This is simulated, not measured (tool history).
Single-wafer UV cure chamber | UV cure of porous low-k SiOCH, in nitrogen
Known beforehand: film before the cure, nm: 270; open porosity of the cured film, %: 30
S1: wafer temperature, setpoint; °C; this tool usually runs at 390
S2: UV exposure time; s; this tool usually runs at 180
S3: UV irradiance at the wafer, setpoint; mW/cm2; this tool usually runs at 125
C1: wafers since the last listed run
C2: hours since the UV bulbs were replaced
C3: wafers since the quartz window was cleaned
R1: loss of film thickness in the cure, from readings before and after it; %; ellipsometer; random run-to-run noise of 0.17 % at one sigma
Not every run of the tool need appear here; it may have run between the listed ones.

| run | hour | S1 | S2 | S3 | C1 | C2 | C3 | R1 |
|---|---|---|---|---|---|---|---|---|
| 1 | 0 | 390 | 255 | 125 | 0 | 2079.2 | 36 | 13.197 |
| 2 | 30.4 | 390 | 255 | 125 | 166 | 2109.6 | 203 | 13.101 |
| 3 | 45.3 | 390 | 255 | 125 | 81 | 2124.5 | 285 | 13.205 |
| 4 | 73.3 | 390 | 115 | 125 | 153 | 2152.5 | 439 | 8.967 |
| 5 | 102 | 390 | 180 | 125 | 157 | 2181.2 | 597 | 11.042 |
| 6 | 127.9 | 390 | 180 | 125 | 142 | 2207.1 | 739 | 10.993 |
| 7 | 145.2 | 390 | 180 | 125 | 95 | 2224.4 | 834 | 10.722 |
| 8 | 167.8 | 390 | 180 | 125 | 124 | 2247 | 958 | 10.582 |
| 9 | 198.2 | 390 | 180 | 125 | 166 | 2277.4 | 1125 | 10.407 |
| 10 | 214.6 | 390 | 180 | 125 | 90 | 2293.8 | 1215 | 10.372 |
| 11 | 233.1 | 390 | 180 | 125 | 101 | 2312.3 | 1317 | 10.279 |
| 12 | 250.9 | 390 | 180 | 125 | 97 | 2330.1 | 1415 | 10.183 |
| 13 | 315 | 390 | 180 | 125 | 352 | 2394.2 | 1767 | 10.003 |
| 14 | 329.5 | 390 | 180 | 125 | 79 | 2408.7 | 1846 | 10.199 |
| 15 | 357.1 | 390 | 180 | 125 | 151 | 2436.3 | 1998 | 10.153 |
| 16 | 376.9 | 390 | 180 | 125 | 108 | 2456.1 | 2107 | 10.221 |
|  | 398.5 | UV bulbs replaced |
| 17 | 399 | 390 | 180 | 125 | 77 | 0.5 | 2184 | 12.628 |
| 18 | 404 | 385 | 180 | 96 | 27 | 5.5 | 2212 | 11.386 |
| 19 | 435.5 | 390 | 140 | 160 | 173 | 37 | 2385 | 12.454 |
| 20 | 467.8 | 390 | 180 | 125 | 177 | 69.3 | 2562 | 12.873 |
| 21 | 479.8 | 409 | 180 | 125 | 65 | 81.3 | 2628 | 12.902 |
| 22 | 496.6 | 382 | 105 | 151 | 92 | 98.1 | 2720 | 10.918 |
|  | 537.8 | quartz window cleaned |
| 23 | 538.3 | 399 | 280 | 95 | 185 | 139.8 | 2 | 14.453 |
| 24 | 545.6 | 390 | 180 | 125 | 40 | 147.1 | 42 | 13.79 |
| 25 | 570.9 | 390 | 235 | 125 | 138 | 172.4 | 181 | 14.626 |
| 26 | 603 | 390 | 180 | 125 | 176 | 204.5 | 358 | 13.174 |
| 27 | 634.2 | 381 | 80 | 113 | 171 | 235.7 | 529 | 8.27 |
| 28 | 741.6 | 408 | 105 | 95 | 589 | 343.1 | 1119 | 8.987 |
| 29 | 771.9 | 410 | 280 | 155 | 166 | 373.4 | 1285 | 16.474 |

Here are 3 independent what-if runs from the current tool condition. What would each one return?
| A | 772.4 | 390 | 120 | 125 | 2 | 373.9 | 1288 | ? |
| B | 772.4 | 382 | 125 | 125 | 2 | 373.9 | 1288 | ? |
| C | 772.4 | 375 | 145 | 96 | 2 | 373.9 | 1288 | ? |

| run | R1 |
|---|---|
| A | 10.745 |
| B | 10.788 |
| C | 10.078 |
The same runs, with their run-to-run variation unchanged, on a tool lacking any hidden condition would have given:
| run | R1 |
|---|---|
| A | 12.086 |
| B | 12.131 |
| C | 11.408 |
